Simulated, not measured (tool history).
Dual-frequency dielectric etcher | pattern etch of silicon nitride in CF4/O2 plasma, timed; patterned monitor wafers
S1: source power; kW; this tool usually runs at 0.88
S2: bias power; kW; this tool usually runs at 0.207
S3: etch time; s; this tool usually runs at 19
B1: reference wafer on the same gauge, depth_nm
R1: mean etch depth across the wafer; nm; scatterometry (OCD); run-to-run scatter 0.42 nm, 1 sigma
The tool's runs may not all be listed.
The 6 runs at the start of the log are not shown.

Run 7, hour 277.7: usual settings but S3 22.5 s; B1 83.9. Result: R1 78.9 nm.
At hour 324.3: upper electrode replaced.
At hour 356.4: wet clean of the chamber.
Run 8, hour 356.9: usual settings but S2 0.19 kW, S3 20.5 s; B1 83.9. Result: R1 73.5 nm.
Run 9, hour 385: usual settings but S1 1.07 kW, S2 0.172 kW, S3 23.5 s; B1 83.9. Result: R1 101.7 nm.
Run 10, hour 453: usual settings; B1 83.9. Result: R1 68.4 nm.
Run 11, hour 499.5: usual settings; B1 84. Result: R1 68.7 nm.
Run 12, hour 536.4: usual settings but S2 0.192 kW, S3 23 s; B1 83.7. Result: R1 81.5 nm.
Run 13, hour 571: usual settings; B1 83.7. Result: R1 67.7 nm.
At hour 610.9: bias power generator calibrated.
Run 14, hour 641: usual settings but S1 0.79 kW, S2 0.25 kW; B1 83.9. Result: R1 63 nm.
Run 15, hour 691.2: usual settings but S3 17.5 s; B1 84. Result: R1 62.2 nm.
Run 16, hour 734.9: usual settings but S1 1.06 kW, S2 0.193 kW, S3 15.5 s; B1 83.9. Result: R1 64.2 nm.
At hour 744.6: gauge calibrated.
Run 17, hour 780.8: usual settings but S3 21 s; B1 83.9. Result: R1 73.5 nm.
At hour 823.2: wet clean of the chamber.
Run 18, hour 823.7: usual settings but S1 0.95 kW; B1 83.8. Result: R1 75.6 nm.
Run 19, hour 856.7: usual settings; B1 83.9. Result: R1 69.5 nm.
Run 20, hour 899.9: usual settings; B1 83.8. Result: R1 69 nm.
Run 21, hour 970.3: usual settings but S1 0.77 kW, S2 0.255 kW; B1 84.1. Result: R1 62.4 nm.
Run 22, hour 1026.3: usual settings but S3 22 s; B1 83.9. Result: R1 79.9 nm.
Run 23, hour 1095.2: usual settings but S1 0.79 kW, S2 0.257 kW; B1 83.8. Result: R1 63.5 nm.
Run 24, hour 1153.1: usual settings but S2 0.167 kW, S3 16.5 s; B1 83.9. Result: R1 56.7 nm.
Run 25, hour 1181.9: usual settings but S1 0.99 kW, S2 0.177 kW, S3 21 s; B1 83.8. Result: R1 82.2 nm.
Run 26, hour 1250.1: usual settings but S1 0.97 kW, S3 22 s; B1 83.9. Result: R1 86.2 nm.
At hour 1292.6: wet clean of the chamber.
Run 27, hour 1308.5: usual settings but S1 1.1 kW, S3 22.5 s; B1 83.9. Result: R1 104.1 nm.
Run 28, hour 1362.1: usual settings; B1 84. Result: R1 70.2 nm.

What does the tool deliver on the next run?
Run 29, hour 1409.4: usual settings but S1 1.01 kW, S2 0.231 kW, S3 14.5 s; B1 ?. Result: R1 ?.

B1: 83.9
R1: 62.6 nm
Were there no unlogged condition in the tool, this run, its random variation unchanged, would have produced R1 63.1 nm.
